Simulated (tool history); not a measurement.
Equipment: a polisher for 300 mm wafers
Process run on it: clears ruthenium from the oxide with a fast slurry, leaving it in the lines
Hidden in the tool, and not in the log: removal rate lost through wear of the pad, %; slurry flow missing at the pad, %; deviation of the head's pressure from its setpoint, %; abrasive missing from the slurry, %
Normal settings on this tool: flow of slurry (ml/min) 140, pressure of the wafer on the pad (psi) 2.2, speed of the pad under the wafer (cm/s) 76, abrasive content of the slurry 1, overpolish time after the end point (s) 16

run,hour,flow of slurry (ml/min),pressure of the wafer on the pad (psi),speed of the pad under the wafer (cm/s),abrasive content of the slurry,overpolish time after the end point (s),wafers since the last listed run,wafers polished on this pad,hours since the slurry nozzle was cleaned,hours since the head pressure was calibrated,hours since the slurry blender was calibrated,"incoming thickness of the incoming film, nm",time until the end point was called (s),dishing of a wide line in a test structure (nm)
1,0,140,2.2,76,1,21,0,275,263.5,733.9,255.1,278.6,99.1,37.1
2,28.6,140,2.2,76,1,10,242,517,292.1,762.5,283.7,279.6,101.7,20.9
3,41.8,140,2.2,76,1,10,111,629,305.3,775.7,296.9,281.9,101.1,21.1
4,67.6,140,2.2,76,1,16,218,848,331.1,801.5,322.7,279.1,100.8,31
# hour 81.9: slurry nozzle cleaned
5,99.9,140,2.2,76,1,16,265,1113,18,833.8,355,283.7,102,30.2
6,120.3,140,2.2,76,1,16,172,1285,38.4,854.2,375.4,282.7,101.6,30.5
# hour 131.9: worn pad replaced by a new one
7,155.9,140,2.2,76,1,16,267,203,74,889.8,411,281.5,101.4,29.2
8,170.3,140,2.2,76,1,16,121,324,88.4,904.2,425.4,278,100.2,31
9,201,140,2.2,76,1,16,259,584,119.1,934.9,456.1,281,100.1,30.1
# hour 204.6: slurry blender recalibrated
10,236.3,140,2.2,76,1,16,281,866,154.4,970.2,31.7,278.9,99.7,30.4
11,252.2,140,2.2,76,1,16,134,1001,170.3,986.1,47.6,276.2,98.6,31.4
12,271.7,140,2.8,76,1,16,165,1166,189.8,1005.6,67.1,276.6,83.2,34.4
# hour 305.4: worn pad replaced by a new one
13,306.9,165,1.9,76,1,11,264,12,225,1040.8,102.3,280.1,106.5,21.9
14,337.8,140,2.2,76,1,16,261,274,255.9,1071.7,133.2,281.4,99,30.4
15,358.5,140,2.2,76,1,19,175,449,276.6,1092.4,153.9,282.3,100.3,34.3
# hour 378.5: head pressure recalibrated
# hour 380.6: slurry nozzle cleaned
16,390,140,1.7,66,1,16,241,690,9.4,11.5,185.4,278,143.5,23.4
17,424.3,140,2.2,90,0.8,24,290,981,43.7,45.8,219.7,282.7,100.8,39.3
18,443.4,140,2.2,76,0.85,16,161,1143,62.8,64.9,238.8,277,109.8,27.8
# hour 481.8: worn pad replaced by a new one
19,482.3,140,2.2,84,0.8,16,295,4,101.7,103.8,277.7,279.1,103.1,29
20,502.2,160,2.2,90,1.1,19,168,172,121.6,123.7,297.6,280.9,80.9,39.2
21,529.1,140,2.2,94,1.2,22,227,400,148.5,150.6,324.5,284.1,76.2,44
22,559.2,115,2.6,100,0.8,16,254,655,178.6,180.7,354.6,276.7,78.8,35.3
23,587,120,2,84,1,25,235,890,206.4,208.5,382.4,277.7,99.3,39.1
24,617.5,120,2,84,1,25,258,1149,236.9,239,412.9,276.8,100,39.7
25,636.1,140,2.2,76,1,16,157,1306,255.5,257.6,431.5,280.4,100.5,30.8
26,658.8,120,2.2,76,1,16,192,1498,278.2,280.3,454.2,276.9,103.3,29.8
27,675.6,140,1.4,54,1,16,142,1640,295,297.1,471,284,192.1,19.2
# hour 689.2: worn pad replaced by a new one
# hour 704.6: slurry blender recalibrated
28,705.1,140,2.2,76,1,16,198,118,324.5,326.6,0.5,276.7,100.7,30.3

Branching from run 28: 4 alternative next runs. What would each branch give?
A,705.6,140,2.2,76,1,16,4,122,325,327.1,1,278.2,?,?
B,705.6,160,2.2,100,1,16,4,122,325,327.1,1,278.2,?,?
C,705.6,170,1.9,76,1,10,4,122,325,327.1,1,278.2,?,?
D,705.6,140,2,94,1.1,9,4,122,325,327.1,1,278.2,?,?

run,time until the end point was called (s),dishing of a wide line in a test structure (nm)
A,100,30.4
B,74.1,37
C,106.5,20.3
D,82.7,22.9
The same runs, with their run-to-run variation unchanged, on a tool lacking any hidden condition would have given:
run,time until the end point was called (s),dishing of a wide line in a test structure (nm)
A,105.6,29.3
B,78.3,35.8
C,112.5,19.5
D,87.3,21.9
